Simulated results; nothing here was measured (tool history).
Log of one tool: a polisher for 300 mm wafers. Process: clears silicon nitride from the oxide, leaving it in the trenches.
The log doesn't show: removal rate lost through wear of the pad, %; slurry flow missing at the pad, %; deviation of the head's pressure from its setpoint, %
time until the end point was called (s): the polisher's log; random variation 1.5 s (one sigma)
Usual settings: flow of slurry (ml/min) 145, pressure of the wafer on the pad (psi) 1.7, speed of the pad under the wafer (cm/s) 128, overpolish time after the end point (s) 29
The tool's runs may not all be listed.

| run | day | flow of slurry (ml/min) | pressure of the wafer on the pad (psi) | speed of the pad under the wafer (cm/s) | overpolish time after the end point (s) | wafers since the last listed run | wafers polished on this pad | hours since the slurry nozzle was cleaned | hours since the head pressure was calibrated | incoming thickness of the incoming film, nm | time until the end point was called (s) |
|---|---|---|---|---|---|---|---|---|---|---|---|
| 1 | 0.000 | 145 | 1.7 | 128 | 29 | 0 | 720 | 246.1 | 542.9 | 115.5 | 174.1 |
| 2 | 0.517 | 145 | 1.7 | 128 | 29 | 63 | 784 | 258.5 | 555.3 | 114.8 | 172.7 |
| 3 | 1.033 | 145 | 1.7 | 128 | 29 | 63 | 847 | 270.9 | 567.7 | 114.4 | 167.4 |
| 4 | 1.925 | 125 | 1.7 | 128 | 29 | 109 | 957 | 292.3 | 589.1 | 115.3 | 180.9 |
| 5 | 2.608 | 145 | 1.7 | 128 | 29 | 84 | 1042 | 308.7 | 605.5 | 114.0 | 168.1 |
| 6 | 3.488 | 145 | 1.7 | 128 | 29 | 108 | 1150 | 329.8 | 626.6 | 115.2 | 172.6 |
|  | 4.375 | worn pad replaced by a new one |
| 7 | 4.396 | 145 | 1.5 | 152 | 29 | 91 | 2 | 351.6 | 648.4 | 113.3 | 163.2 |
| 8 | 5.125 | 145 | 1.5 | 152 | 29 | 89 | 92 | 369.1 | 665.9 | 112.5 | 159.2 |
| 9 | 7.304 | 170 | 1.7 | 128 | 29 | 268 | 361 | 421.4 | 718.2 | 113.6 | 161.8 |
| 10 | 8.354 | 170 | 1.7 | 128 | 29 | 129 | 490 | 446.6 | 743.4 | 115.7 | 166.8 |
| 11 | 9.362 | 170 | 1.7 | 128 | 29 | 124 | 615 | 470.8 | 767.6 | 115.2 | 164.2 |
| 12 | 13.158 | 145 | 1.7 | 128 | 29 | 468 | 1083 | 561.9 | 858.7 | 113.7 | 166.5 |
| 13 | 14.154 | 145 | 1.7 | 128 | 29 | 122 | 1206 | 585.8 | 882.6 | 116.3 | 170.1 |
| 14 | 14.825 | 145 | 1.7 | 128 | 29 | 82 | 1289 | 601.9 | 898.7 | 115.5 | 166.3 |
| 15 | 15.529 | 145 | 1.7 | 114 | 29 | 86 | 1375 | 618.8 | 915.6 | 114.2 | 186.4 |
|  | 15.883 | worn pad replaced by a new one |
| 16 | 16.871 | 145 | 1.7 | 114 | 29 | 144 | 121 | 651.0 | 947.8 | 116.4 | 188.3 |
| 17 | 18.129 | 110 | 1.7 | 128 | 29 | 155 | 277 | 681.2 | 978.0 | 115.1 | 181.9 |
| 18 | 18.850 | 145 | 1.7 | 128 | 21 | 88 | 365 | 698.5 | 995.3 | 115.5 | 166.2 |
|  | 19.171 | slurry nozzle cleaned |
|  | 19.608 | head pressure recalibrated |
| 19 | 19.629 | 145 | 1.2 | 128 | 29 | 80 | 446 | 11.0 | 0.5 | 113.7 | 245.8 |
| 20 | 20.058 | 145 | 1.5 | 128 | 29 | 52 | 499 | 21.3 | 10.8 | 116.9 | 201.8 |
| 21 | 20.808 | 145 | 1.7 | 140 | 29 | 92 | 592 | 39.3 | 28.8 | 115.2 | 162.3 |
| 22 | 21.383 | 145 | 1.7 | 128 | 29 | 70 | 663 | 53.1 | 42.6 | 115.9 | 176.7 |
| 23 | 22.854 | 145 | 1.7 | 128 | 42 | 181 | 844 | 88.4 | 77.9 | 114.8 | 174.8 |
| 24 | 23.938 | 145 | 1.7 | 128 | 29 | 133 | 978 | 114.4 | 103.9 | 114.6 | 175.7 |
|  | 24.800 | worn pad replaced by a new one |
| 25 | 24.917 | 170 | 1.9 | 128 | 29 | 100 | 14 | 137.9 | 127.4 | 117.6 | 155.0 |
| 26 | 25.754 | 110 | 1.5 | 104 | 44 | 103 | 117 | 158.0 | 147.5 | 114.5 | 264.9 |
| 27 | 27.208 | 145 | 1.7 | 152 | 34 | 179 | 296 | 192.9 | 182.4 | 115.6 | 149.9 |
| 28 | 27.867 | 105 | 1.7 | 128 | 29 | 81 | 378 | 208.7 | 198.2 | 114.4 | 191.6 |
| 29 | 29.350 | 145 | 1.7 | 128 | 29 | 182 | 561 | 244.3 | 233.8 | 113.2 | 172.7 |
| 30 | 30.204 | 145 | 1.7 | 156 | 29 | 105 | 666 | 264.8 | 254.3 | 117.3 | 147.5 |
| 31 | 32.704 | 145 | 1.7 | 128 | 29 | 308 | 974 | 324.8 | 314.3 | 115.5 | 176.7 |
| 32 | 34.154 | 145 | 1.5 | 128 | 29 | 178 | 1153 | 359.6 | 349.1 | 114.3 | 193.9 |

Hidden state or all else? Some run-to-run changes of time until the end point was called (s), split into what the settings, what came in and random variation would give without the hidden state, and what is left for the hidden state (with any gauge scatter that isn't in both results):
Run 16 -> 17: flow of slurry (ml/min) 145 -> 110, speed of the pad under the wafer (cm/s) 114 -> 128. time until the end point was called (s) -6.4: hidden state +3.1, all else -9.5.
Run 18 -> 19: pressure of the wafer on the pad (psi) 1.7 -> 1.2, overpolish time after the end point (s) 21 -> 29, slurry nozzle cleaned, head pressure recalibrated. time until the end point was called (s) +79.6: hidden state +9.3, all else +70.3.
Run 25 -> 26: flow of slurry (ml/min) 170 -> 110, pressure of the wafer on the pad (psi) 1.9 -> 1.5, speed of the pad under the wafer (cm/s) 128 -> 104, overpolish time after the end point (s) 29 -> 44. time until the end point was called (s) +109.9: hidden state +3.1, all else +106.8.
Run 26 -> 27: flow of slurry (ml/min) 110 -> 145, pressure of the wafer on the pad (psi) 1.5 -> 1.7, speed of the pad under the wafer (cm/s) 104 -> 152, overpolish time after the end point (s) 44 -> 34. time until the end point was called (s) -115.0: hidden state -2.6, all else -112.4.
